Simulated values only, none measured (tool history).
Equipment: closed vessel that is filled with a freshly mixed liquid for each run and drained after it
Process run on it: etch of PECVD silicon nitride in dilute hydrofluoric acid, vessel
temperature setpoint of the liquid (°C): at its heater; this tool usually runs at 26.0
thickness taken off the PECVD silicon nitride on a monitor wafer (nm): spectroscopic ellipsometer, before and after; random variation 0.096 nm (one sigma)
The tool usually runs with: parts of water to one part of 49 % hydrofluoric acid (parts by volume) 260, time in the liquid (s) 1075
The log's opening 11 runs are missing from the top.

run    hour  temperature setpoint of the liquid (°C)  parts of water to one part of 49 % hydrofluoric acid (parts by volume)  time in the liquid (s)  wafers since the last listed run  hours since the thermometer was replaced  hours since the hydrofluoric acid flow meter was replaced  hours since the gauge calibration  read-back film thickness of the PECVD silicon nitride reference wafer, read on the same gauge (nm)  thickness taken off the PECVD silicon nitride on a monitor wafer (nm)
 12   710.5                                     26.0                                                                     260                    1075                              3244                                     191.5                                                     2735.3                             2723.5                                                                                               30.02                                                                  20.02
 13   758.8                                     26.0                                                                     260                    1390                              3497                                     239.8                                                     2783.6                             2771.8                                                                                               30.04                                                                  25.71
      778.4  -- hydrofluoric acid flow meter replaced
 14   859.9                                     26.0                                                                     260                     440                              7249                                     340.9                                                       81.5                             2872.9                                                                                               30.02                                                                   7.88
 15   954.2                                     31.0                                                                     180                    1665                              6829                                     435.2                                                      175.8                             2967.2                                                                                               29.99                                                                  58.31
      960.4  -- gauge calibrated
 16  1044.7                                     26.0                                                                     260                    1075                              6554                                     525.7                                                      266.3                               84.3                                                                                               30.01                                                                  19.36
 17  1187.2                                     26.0                                                                     260                    1075                             10320                                     668.2                                                      408.8                              226.8                                                                                               30.00                                                                  19.11
 18  1235.2                                     30.5                                                                     325                    1635                              3476                                     716.2                                                      456.8                              274.8                                                                                               29.99                                                                  30.44
 19  1483.3                                     26.0                                                                     185                    1075                             17967                                     964.3                                                      704.9                              522.9                                                                                               30.03                                                                  27.44
 20  1565.9                                     27.5                                                                     335                     550                              5982                                    1046.9                                                      787.5                              605.5                                                                                               29.98                                                                   8.46
 21  1666.5                                     21.5                                                                     310                    1675                              7285                                    1147.5                                                      888.1                              706.1                                                                                               30.03                                                                  19.36
 22  1734.1                                     26.0                                                                     180                    1075                              4895                                    1215.1                                                      955.7                              773.7                                                                                               30.02                                                                  28.08

What will run 23 give?
 23  1825.8                                     21.0                                                                     305                     725                              6641                                    1306.8                                                     1047.4                              865.4                                                                                                   ?                                                                      ?

read-back film thickness of the PECVD silicon nitride reference wafer, read on the same gauge (nm): 30.02
thickness taken off the PECVD silicon nitride on a monitor wafer (nm): 8.26
Without the tool's hidden state the same run would have given thickness taken off the PECVD silicon nitride on a monitor wafer (nm) 8.08.

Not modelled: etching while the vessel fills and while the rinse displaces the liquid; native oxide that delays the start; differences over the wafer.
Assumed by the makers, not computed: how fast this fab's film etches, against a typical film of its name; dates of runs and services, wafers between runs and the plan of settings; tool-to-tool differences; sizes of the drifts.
